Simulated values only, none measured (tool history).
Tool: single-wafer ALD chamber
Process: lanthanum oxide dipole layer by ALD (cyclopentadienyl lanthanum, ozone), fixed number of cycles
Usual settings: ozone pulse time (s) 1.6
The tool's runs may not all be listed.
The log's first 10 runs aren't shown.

| run | hour | ozone pulse time (s) | wafers since the last listed run | hours since the last thermocouple change | hours since the last ozone generator service | hours since the showerhead was replaced | hours since the gauge calibration | read-back reference wafer on the same gauge, thickness_nm | mean film thickness on the monitor wafer (angstrom) |
|---|---|---|---|---|---|---|---|---|---|
| 11 | 108.6 | 1.99 | 282 | 57.2 | 961.7 | 65.3 | 425.3 | 0.56 | 5.2 |
| 12 | 123.1 | 2.06 | 310 | 71.7 | 976.2 | 79.8 | 439.8 | 0.56 | 5.24 |
| 13 | 129.6 | 2.14 | 138 | 78.2 | 982.7 | 86.3 | 446.3 | 0.56 | 5.27 |
| 14 | 135.7 | 2.07 | 130 | 84.3 | 988.8 | 92.4 | 452.4 | 0.56 | 5.24 |
|  | 166.8 | ozone generator serviced |
| 15 | 186.5 | 2.18 | 915 | 135.1 | 19.7 | 143.2 | 503.2 | 0.56 | 5.35 |
| 16 | 195.1 | 1.04 | 183 | 143.7 | 28.3 | 151.8 | 511.8 | 0.56 | 4.29 |
| 17 | 209.7 | 0.96 | 312 | 158.3 | 42.9 | 166.4 | 526.4 | 0.56 | 3.97 |
| 18 | 220.8 | 1.94 | 237 | 169.4 | 54 | 177.5 | 537.5 | 0.561 | 5.31 |
| 19 | 235.9 | 1.76 | 322 | 184.5 | 69.1 | 192.6 | 552.6 | 0.56 | 5.21 |
| 20 | 244.3 | 1.6 | 179 | 192.9 | 77.5 | 201 | 561 | 0.56 | 5.15 |
| 21 | 253.4 | 2.07 | 194 | 202 | 86.6 | 210.1 | 570.1 | 0.56 | 5.33 |
|  | 269 | gauge calibrated |
| 22 | 292.3 | 1.26 | 831 | 240.9 | 125.5 | 249 | 23.3 | 0.559 | 4.79 |
| 23 | 308.2 | 2.07 | 340 | 256.8 | 141.4 | 264.9 | 39.2 | 0.56 | 5.33 |
| 24 | 317.3 | 1.6 | 194 | 265.9 | 150.5 | 274 | 48.3 | 0.56 | 5.17 |
| 25 | 325.9 | 1.05 | 183 | 274.5 | 159.1 | 282.6 | 56.9 | 0.56 | 4.29 |
| 26 | 339.2 | 2.19 | 284 | 287.8 | 172.4 | 295.9 | 70.2 | 0.56 | 5.33 |
| 27 | 351.6 | 0.98 | 265 | 300.2 | 184.8 | 308.3 | 82.6 | 0.56 | 4.03 |
| 28 | 361.8 | 1.6 | 218 | 310.4 | 195 | 318.5 | 92.8 | 0.56 | 5.14 |
| 29 | 368.8 | 1.01 | 149 | 317.4 | 202 | 325.5 | 99.8 | 0.56 | 4.15 |
| 30 | 386.3 | 1.27 | 374 | 334.9 | 219.5 | 343 | 117.3 | 0.56 | 4.79 |
| 31 | 398.1 | 1.85 | 252 | 346.7 | 231.3 | 354.8 | 129.1 | 0.56 | 5.27 |
| 32 | 405.4 | 1.15 | 156 | 354 | 238.6 | 362.1 | 136.4 | 0.56 | 4.54 |
| 33 | 415.4 | 0.96 | 213 | 364 | 248.6 | 372.1 | 146.4 | 0.56 | 3.95 |
| 34 | 425.2 | 1.16 | 209 | 373.8 | 258.4 | 381.9 | 156.2 | 0.56 | 4.57 |
| 35 | 438.8 | 2.08 | 290 | 387.4 | 272 | 395.5 | 169.8 | 0.56 | 5.35 |

Forecast each of these 4 alternatives for the next run:
| A | 439.2 | 1.6 | 8 | 387.8 | 272.4 | 395.9 | 170.2 | ? | ? |
| B | 439.2 | 1.14 | 8 | 387.8 | 272.4 | 395.9 | 170.2 | ? | ? |
| C | 439.2 | 2.23 | 8 | 387.8 | 272.4 | 395.9 | 170.2 | ? | ? |
| D | 439.2 | 2.2 | 8 | 387.8 | 272.4 | 395.9 | 170.2 | ? | ? |

| run | read-back reference wafer on the same gauge, thickness_nm | mean film thickness on the monitor wafer (angstrom) |
|---|---|---|
| A | 0.561 | 5.13 |
| B | 0.561 | 4.5 |
| C | 0.561 | 5.33 |
| D | 0.561 | 5.33 |
Without the tool's hidden state the same runs would have given:
| run | mean film thickness on the monitor wafer (angstrom) |
|---|---|
| A | 5.15 |
| B | 4.56 |
| C | 5.34 |
| D | 5.33 |
